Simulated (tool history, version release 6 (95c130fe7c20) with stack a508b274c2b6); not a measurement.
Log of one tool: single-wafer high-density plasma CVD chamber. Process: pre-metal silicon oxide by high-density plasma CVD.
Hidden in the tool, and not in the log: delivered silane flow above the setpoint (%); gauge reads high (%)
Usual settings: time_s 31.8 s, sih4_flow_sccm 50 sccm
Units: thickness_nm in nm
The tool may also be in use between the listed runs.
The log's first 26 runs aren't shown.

run    hour  time_s  sih4_flow_sccm  wafers since the last listed run  hours since the silane flow controller was replaced  hours since the gauge calibration  read-back reference wafer on the same gauge, thickness_nm  thickness_nm
 27  2294.2    36.1              46                              1572                                                138.0                              232.9                                                    172.016       183.132
 28  2391.5    31.8              50                              1783                                                235.3                              330.2                                                    172.042       174.586
 29  2462.6    31.8              50                              1303                                                306.4                              401.3                                                    172.044       177.570
 30  2557.5    36.3              43                              1739                                                401.3                              496.2                                                    171.858       172.129
 31  2659.2    31.8              56                              1864                                                503.0                              597.9                                                    171.939       194.945
 32  2754.2    26.1              47                              1741                                                598.0                              692.9                                                    171.815       135.563
 33  2857.4    34.5              50                              1891                                                701.2                              796.1                                                    171.893       190.548
 34  2909.0    31.8              50                               945                                                752.8                              847.7                                                    172.073       174.956
 35  3012.6    35.6              59                              1898                                                856.4                              951.3                                                    172.105       233.232
 36  3297.6    37.7              50                              5223                                               1141.4                             1236.3                                                    171.935       210.474
 37  3374.0    28.6              57                              1400                                               1217.8                             1312.7                                                    172.078       179.007
 38  3469.9    31.8              52                              1757                                               1313.7                             1408.6                                                    171.947       183.314
 39  3552.3    38.1              50                              1510                                               1396.1                             1491.0                                                    172.094       213.553
 40  3609.4    36.9              41                              1046                                               1453.2                             1548.1                                                    172.047       168.737
 41  3647.3    31.8              50                               694                                               1491.1                             1586.0                                                    171.940       177.351
 42  3745.9    29.2              43                              1807                                               1589.7                             1684.6                                                    171.896       139.662

3 ways to go on from here, each from the tool as it stands after run 42. What would each give?
  A  3746.3    31.8              50                                 7                                               1590.1                             1685.0                                                          ?             ?
  B  3746.3    28.1              50                                 7                                               1590.1                             1685.0                                                          ?             ?
  C  3746.3    29.2              58                                 7                                               1590.1                             1685.0                                                          ?             ?

run  read-back reference wafer on the same gauge, thickness_nm  thickness_nm
  A                                                    171.974       175.904
  B                                                    171.974       155.437
  C                                                    171.974       187.196
Without the tool's hidden state the same runs would have given:
run  thickness_nm
  A       174.856
  B       154.511
  C       186.081
